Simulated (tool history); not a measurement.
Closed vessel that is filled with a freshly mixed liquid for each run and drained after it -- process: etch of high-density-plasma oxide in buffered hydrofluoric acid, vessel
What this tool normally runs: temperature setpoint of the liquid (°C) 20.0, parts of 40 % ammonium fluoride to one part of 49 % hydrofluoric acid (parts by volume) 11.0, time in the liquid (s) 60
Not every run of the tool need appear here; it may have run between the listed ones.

run    hour  temperature setpoint of the liquid (°C)  parts of 40 % ammonium fluoride to one part of 49 % hydrofluoric acid (parts by volume)  time in the liquid (s)  wafers since the last listed run  hours since the thermometer was replaced  hours since the hydrofluoric acid flow meter was replaced  hours since the gauge calibration  read-back film thickness of the high-density-plasma oxide reference wafer, read on the same gauge (nm)  thickness taken off the high-density-plasma oxide on a monitor wafer (nm)
  1     0.0                                     20.0                                                                                     11.0                      60                                 0                                     686.4                                                     1371.2                              318.4                                                                                                  130.02                                                                     115.15
  2    51.1                                     20.0                                                                                     11.0                      60                              5369                                     737.5                                                     1422.3                              369.5                                                                                                  129.99                                                                     115.04
  3   155.1                                     20.0                                                                                     11.0                      60                             10927                                     841.5                                                     1526.3                              473.5                                                                                                  129.99                                                                     114.45
  4   222.9                                     20.0                                                                                     11.0                      85                              7123                                     909.3                                                     1594.1                              541.3                                                                                                  129.99                                                                     160.29
  5   307.2                                     20.0                                                                                     11.0                      60                              8857                                     993.6                                                     1678.4                              625.6                                                                                                  129.98                                                                     113.18
  6   353.9                                     20.0                                                                                     11.0                      60                              4906                                    1040.3                                                     1725.1                              672.3                                                                                                  130.01                                                                     112.15
      369.8  -- thermometer replaced
  7   397.2                                     20.0                                                                                     11.0                      60                              4444                                      27.4                                                     1768.4                              715.6                                                                                                  129.98                                                                     117.90
  8   477.1                                     22.0                                                                                      8.0                      60                              8395                                     107.3                                                     1848.3                              795.5                                                                                                  130.00                                                                     174.27
  9   560.5                                     22.0                                                                                      8.0                      60                              8762                                     190.7                                                     1931.7                              878.9                                                                                                  130.01                                                                     172.37
      608.7  -- hydrofluoric acid flow meter replaced
 10   660.4                                     22.0                                                                                      8.0                      60                             10391                                     290.6                                                       51.7                              978.8                                                                                                  130.03                                                                     174.53
 11   715.9                                     20.0                                                                                     11.0                      60                              5831                                     346.1                                                      107.2                             1034.3                                                                                                  129.98                                                                     115.33
 12   756.4                                     20.0                                                                                     11.0                      60                              4255                                     386.6                                                      147.7                             1074.8                                                                                                  130.01                                                                     115.61
 13   861.9                                     23.0                                                                                     15.0                      95                             11085                                     492.1                                                      253.2                             1180.3                                                                                                  130.00                                                                     159.11
 14   942.3                                     17.0                                                                                      9.5                      60                              8447                                     572.5                                                      333.6                             1260.7                                                                                                  129.99                                                                     109.06
 15  1034.5                                     22.0                                                                                      8.0                      60                              9687                                     664.7                                                      425.8                             1352.9                                                                                                  130.03                                                                     171.95
 16  1110.8                                     24.5                                                                                      6.5                      80                              8016                                     741.0                                                      502.1                             1429.2                                                                                                  130.00                                                                     325.15
     1136.7  -- gauge calibrated
 17  1192.2                                     22.0                                                                                     13.5                      60                              8552                                     822.4                                                      583.5                               55.5                                                                                                  130.05                                                                     103.46
 18  1245.4                                     24.0                                                                                     11.0                      85                              5589                                     875.6                                                      636.7                              108.7                                                                                                  130.03                                                                     201.06
     1249.4  -- thermometer replaced
 19  1288.6                                     17.0                                                                                     11.0                      75                              4434                                      39.2                                                      679.9                              151.9                                                                                                  130.00                                                                     124.71
 20  1380.4                                     20.0                                                                                     11.0                      60                              9645                                     131.0                                                      771.7                              243.7                                                                                                  129.99                                                                     117.96
 21  1423.8                                     17.0                                                                                     13.0                      80                              4560                                     174.4                                                      815.1                              287.1                                                                                                  129.95                                                                     112.46
 22  1623.7                                     20.0                                                                                     15.0                      90                             21003                                     374.3                                                     1015.0                              487.0                                                                                                  130.00                                                                     129.25

3 options for the next run, each taken on its own from the tool as it stands now. Forecast them:
  A  1624.4                                     20.0                                                                                     11.0                      60                                73                                     375.0                                                     1015.7                              487.7                                                                                                       ?                                                                          ?
  B  1624.4                                     22.0                                                                                     14.0                      30                                73                                     375.0                                                     1015.7                              487.7                                                                                                       ?                                                                          ?
  C  1624.4                                     17.0                                                                                     12.5                      35                                73                                     375.0                                                     1015.7                              487.7                                                                                                       ?                                                                          ?

run  read-back film thickness of the high-density-plasma oxide reference wafer, read on the same gauge (nm)  thickness taken off the high-density-plasma oxide on a monitor wafer (nm)
  A                                                                                                  130.04                                                                     116.51
  B                                                                                                  130.04                                                                      51.44
  C                                                                                                  130.04                                                                      50.59
Had the tool no hidden state, the same runs would have come out as:
run  thickness taken off the high-density-plasma oxide on a monitor wafer (nm)
  A                                                                     118.95
  B                                                                      52.50
  C                                                                      51.68

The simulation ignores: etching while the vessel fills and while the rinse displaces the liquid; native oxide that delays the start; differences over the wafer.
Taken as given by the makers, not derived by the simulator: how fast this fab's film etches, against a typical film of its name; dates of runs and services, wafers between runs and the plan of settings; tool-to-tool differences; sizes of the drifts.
